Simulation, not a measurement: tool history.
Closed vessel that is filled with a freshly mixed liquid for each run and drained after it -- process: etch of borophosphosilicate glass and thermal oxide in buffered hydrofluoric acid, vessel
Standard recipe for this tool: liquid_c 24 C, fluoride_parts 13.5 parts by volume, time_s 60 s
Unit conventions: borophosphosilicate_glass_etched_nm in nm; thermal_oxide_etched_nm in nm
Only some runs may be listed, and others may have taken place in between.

| run | hour | liquid_c | fluoride_parts | time_s | wafers since the last listed run | hours since the thermometer was replaced | hours since the hydrofluoric acid flow meter was replaced | hours since the gauge calibration | read-back film thickness of the borophosphosilicate glass reference wafer, read on the same gauge (nm) | read-back film thickness of the thermal oxide reference wafer, read on the same gauge (nm) | borophosphosilicate_glass_etched_nm | thermal_oxide_etched_nm |
|---|---|---|---|---|---|---|---|---|---|---|---|---|
| 1 | 0 | 21.5 | 13.5 | 85 | 0 | 1242.6 | 1963.5 | 140.9 | 149.99 | 149.99 | 63.67 | 52.59 |
| 2 | 12.8 | 21.5 | 13.5 | 85 | 1881 | 1255.4 | 1976.3 | 153.7 | 150.03 | 149.99 | 63.77 | 52.89 |
| 3 | 28.8 | 21.5 | 13.5 | 85 | 2352 | 1271.4 | 1992.3 | 169.7 | 150.03 | 150.01 | 63.61 | 52.14 |
| 4 | 56.1 | 28 | 13.5 | 60 | 4013 | 1298.7 | 2019.6 | 197 | 149.99 | 150.03 | 63.69 | 52.4 |
| 5 | 78 | 28 | 13.5 | 60 | 3219 | 1320.6 | 2041.5 | 218.9 | 150.03 | 150.02 | 64.14 | 52.93 |
| 6 | 108.8 | 24 | 13.5 | 70 | 4527 | 1351.4 | 2072.3 | 249.7 | 150.02 | 149.99 | 59.45 | 49.52 |
|  | 123.7 | hydrofluoric acid flow meter replaced |
| 7 | 126.4 | 24 | 13.5 | 70 | 2440 | 1369 | 2.7 | 267.3 | 150.02 | 150.02 | 59.27 | 49.17 |
| 8 | 152.9 | 24 | 13.5 | 70 | 3895 | 1395.5 | 29.2 | 293.8 | 150.03 | 149.99 | 59.45 | 48.49 |
| 9 | 185.2 | 21 | 10 | 80 | 4748 | 1427.8 | 61.5 | 326.1 | 149.99 | 150 | 76.1 | 62.65 |
| 10 | 209.3 | 24 | 9.5 | 60 | 3542 | 1451.9 | 85.6 | 350.2 | 149.96 | 150 | 70.35 | 57.83 |
|  | 224.3 | gauge calibrated |
| 11 | 242 | 24 | 13.5 | 90 | 4806 | 1484.6 | 118.3 | 17.7 | 149.97 | 150.02 | 76.3 | 62.33 |
| 12 | 264.6 | 24 | 13.5 | 60 | 3322 | 1507.2 | 140.9 | 40.3 | 150 | 150 | 50.52 | 41.88 |
| 13 | 278.2 | 26 | 10 | 35 | 1999 | 1520.8 | 154.5 | 53.9 | 149.98 | 150.03 | 44.42 | 36.03 |
| 14 | 293.8 | 26 | 13.5 | 60 | 2293 | 1536.4 | 170.1 | 69.5 | 150 | 149.99 | 56.65 | 46.26 |
| 15 | 317.6 | 24 | 16 | 85 | 3498 | 1560.2 | 193.9 | 93.3 | 149.98 | 150 | 60.36 | 49.76 |
| 16 | 336.9 | 22 | 19 | 60 | 2837 | 1579.5 | 213.2 | 112.6 | 149.94 | 149.99 | 31.95 | 26.49 |
|  | 360.4 | thermometer replaced |
| 17 | 364.1 | 26.5 | 11 | 85 | 3851 | 3.7 | 240.4 | 139.8 | 150 | 150.02 | 110.34 | 91.22 |
| 18 | 379 | 24 | 13.5 | 60 | 2190 | 18.6 | 255.3 | 154.7 | 150.02 | 150.01 | 55.88 | 46.01 |
| 19 | 402.7 | 28.5 | 15.5 | 50 | 3483 | 42.3 | 279 | 178.4 | 150 | 150.03 | 51.63 | 42.74 |
| 20 | 433.2 | 24 | 13.5 | 60 | 4483 | 72.8 | 309.5 | 208.9 | 149.99 | 149.99 | 56.04 | 45.84 |
| 21 | 448 | 24 | 17 | 60 | 2175 | 87.6 | 324.3 | 223.7 | 150.07 | 150 | 44.49 | 36.71 |
| 22 | 462.4 | 24 | 13.5 | 60 | 2116 | 102 | 338.7 | 238.1 | 150.01 | 150.01 | 55.62 | 45.83 |
| 23 | 482.8 | 26.5 | 17.5 | 40 | 2998 | 122.4 | 359.1 | 258.5 | 149.95 | 150 | 32.45 | 26.91 |
| 24 | 498.4 | 24 | 13.5 | 85 | 2293 | 138 | 374.7 | 274.1 | 150.01 | 150.02 | 78.47 | 64.45 |

5 options for the next run, each taken on its own from the tool as it stands now. Forecast them:
| A | 499.1 | 21 | 13.5 | 60 | 102 | 138.7 | 375.4 | 274.8 | ? | ? | ? | ? |
| B | 499.1 | 22.5 | 17.5 | 60 | 102 | 138.7 | 375.4 | 274.8 | ? | ? | ? | ? |
| C | 499.1 | 24 | 18 | 30 | 102 | 138.7 | 375.4 | 274.8 | ? | ? | ? | ? |
| D | 499.1 | 24 | 13.5 | 35 | 102 | 138.7 | 375.4 | 274.8 | ? | ? | ? | ? |
| E | 499.1 | 29 | 8.5 | 40 | 102 | 138.7 | 375.4 | 274.8 | ? | ? | ? | ? |

| run | read-back film thickness of the borophosphosilicate glass reference wafer, read on the same gauge (nm) | read-back film thickness of the thermal oxide reference wafer, read on the same gauge (nm) | borophosphosilicate_glass_etched_nm | thermal_oxide_etched_nm |
|---|---|---|---|---|
| A | 149.98 | 150 | 47.33 | 38.28 |
| B | 149.98 | 150 | 39.77 | 32.24 |
| C | 149.98 | 150 | 20.99 | 17.03 |
| D | 149.98 | 150 | 32.53 | 26.36 |
| E | 149.98 | 150 | 74.18 | 60.09 |
Without the tool's unlogged condition, the same runs would have read:
| run | borophosphosilicate_glass_etched_nm | thermal_oxide_etched_nm |
|---|---|---|
| A | 48.71 | 39.41 |
| B | 40.92 | 33.18 |
| C | 21.59 | 17.52 |
| D | 33.46 | 27.12 |
| E | 76.23 | 61.77 |

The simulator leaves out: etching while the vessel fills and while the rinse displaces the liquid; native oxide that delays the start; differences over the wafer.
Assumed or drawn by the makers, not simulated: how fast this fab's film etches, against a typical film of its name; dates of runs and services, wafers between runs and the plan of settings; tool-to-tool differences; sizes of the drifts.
